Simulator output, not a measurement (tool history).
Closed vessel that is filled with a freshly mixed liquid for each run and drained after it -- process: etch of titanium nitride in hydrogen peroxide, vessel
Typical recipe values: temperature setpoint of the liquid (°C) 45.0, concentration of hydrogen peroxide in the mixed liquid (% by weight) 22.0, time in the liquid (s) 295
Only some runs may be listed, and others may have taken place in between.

| run | hour | temperature setpoint of the liquid (°C) | concentration of hydrogen peroxide in the mixed liquid (% by weight) | time in the liquid (s) | read-back film thickness of the titanium nitride reference wafer, read on the same gauge (nm) | thickness taken off the titanium nitride on a monitor wafer (nm) |
|---|---|---|---|---|---|---|
| 1 | 0.0 | 45.0 | 22.0 | 295 | 30.02 | 5.41 |
| 2 | 94.5 | 49.0 | 22.0 | 435 | 30.02 | 10.43 |
| 3 | 164.3 | 49.0 | 22.0 | 435 | 30.02 | 10.39 |
|  | 170.0 | peroxide flow meter replaced |
| 4 | 189.6 | 49.0 | 22.0 | 435 | 29.98 | 10.29 |
|  | 195.3 | new drum of peroxide connected |
|  | 209.6 | gauge calibrated |
| 5 | 232.7 | 45.0 | 19.0 | 295 | 29.97 | 5.03 |
| 6 | 267.8 | 45.0 | 19.0 | 295 | 29.96 | 4.95 |
| 7 | 295.1 | 38.5 | 22.0 | 295 | 30.05 | 3.16 |
| 8 | 335.9 | 38.5 | 22.0 | 295 | 30.00 | 3.11 |
| 9 | 400.4 | 45.0 | 22.0 | 295 | 29.99 | 5.03 |
|  | 521.2 | thermometer replaced |
| 10 | 555.4 | 48.0 | 26.0 | 295 | 30.03 | 7.26 |
| 11 | 591.0 | 39.5 | 22.0 | 460 | 30.02 | 5.66 |
|  | 610.2 | peroxide flow meter replaced |
| 12 | 700.9 | 45.0 | 22.0 | 295 | 30.01 | 5.39 |
| 13 | 737.1 | 45.0 | 25.5 | 210 | 30.01 | 3.90 |
| 14 | 794.8 | 37.5 | 24.5 | 465 | 29.98 | 4.85 |
| 15 | 840.7 | 45.0 | 22.0 | 295 | 30.02 | 5.32 |
| 16 | 877.6 | 37.0 | 22.0 | 295 | 29.99 | 2.88 |
| 17 | 928.7 | 38.5 | 27.5 | 235 | 29.99 | 2.71 |
|  | 973.3 | peroxide flow meter replaced |
| 18 | 982.8 | 45.0 | 22.0 | 295 | 29.99 | 5.22 |
| 19 | 1032.0 | 45.0 | 26.5 | 135 | 30.03 | 2.46 |
| 20 | 1078.3 | 45.0 | 28.0 | 295 | 30.02 | 5.43 |
| 21 | 1127.2 | 54.0 | 25.0 | 400 | 29.96 | 13.81 |
| 22 | 1166.6 | 48.0 | 25.0 | 455 | 30.02 | 10.07 |
| 23 | 1204.3 | 45.0 | 25.0 | 460 | 30.00 | 8.21 |
| 24 | 1259.2 | 45.0 | 17.5 | 295 | 30.01 | 4.87 |
| 25 | 1287.9 | 45.0 | 22.0 | 295 | 30.03 | 5.07 |
| 26 | 1347.7 | 45.0 | 22.0 | 165 | 30.01 | 2.82 |
|  | 1354.1 | thermometer replaced |
| 27 | 1409.3 | 48.5 | 22.0 | 430 | 29.96 | 10.40 |
|  | 1436.9 | peroxide flow meter replaced |
| 28 | 1459.6 | 45.0 | 18.0 | 355 | 30.02 | 6.25 |

Below are 5 alternative next runs, each starting from the tool's condition after run 28. Predict each:
| A | 1460.3 | 54.0 | 22.0 | 295 | ? | ? |
| B | 1460.3 | 38.5 | 17.5 | 215 | ? | ? |
| C | 1460.3 | 36.5 | 22.0 | 295 | ? | ? |
| D | 1460.3 | 37.5 | 17.5 | 435 | ? | ? |
| E | 1460.3 | 54.0 | 22.0 | 440 | ? | ? |

| run | read-back film thickness of the titanium nitride reference wafer, read on the same gauge (nm) | thickness taken off the titanium nitride on a monitor wafer (nm) |
|---|---|---|
| A | 29.98 | 10.39 |
| B | 29.98 | 2.28 |
| C | 29.98 | 2.81 |
| D | 29.98 | 4.27 |
| E | 29.98 | 15.49 |
Take away the tool's hidden state, keep each run's random variation, and the runs would have read:
| run | thickness taken off the titanium nitride on a monitor wafer (nm) |
|---|---|
| A | 10.68 |
| B | 2.35 |
| C | 2.90 |
| D | 4.40 |
| E | 15.92 |

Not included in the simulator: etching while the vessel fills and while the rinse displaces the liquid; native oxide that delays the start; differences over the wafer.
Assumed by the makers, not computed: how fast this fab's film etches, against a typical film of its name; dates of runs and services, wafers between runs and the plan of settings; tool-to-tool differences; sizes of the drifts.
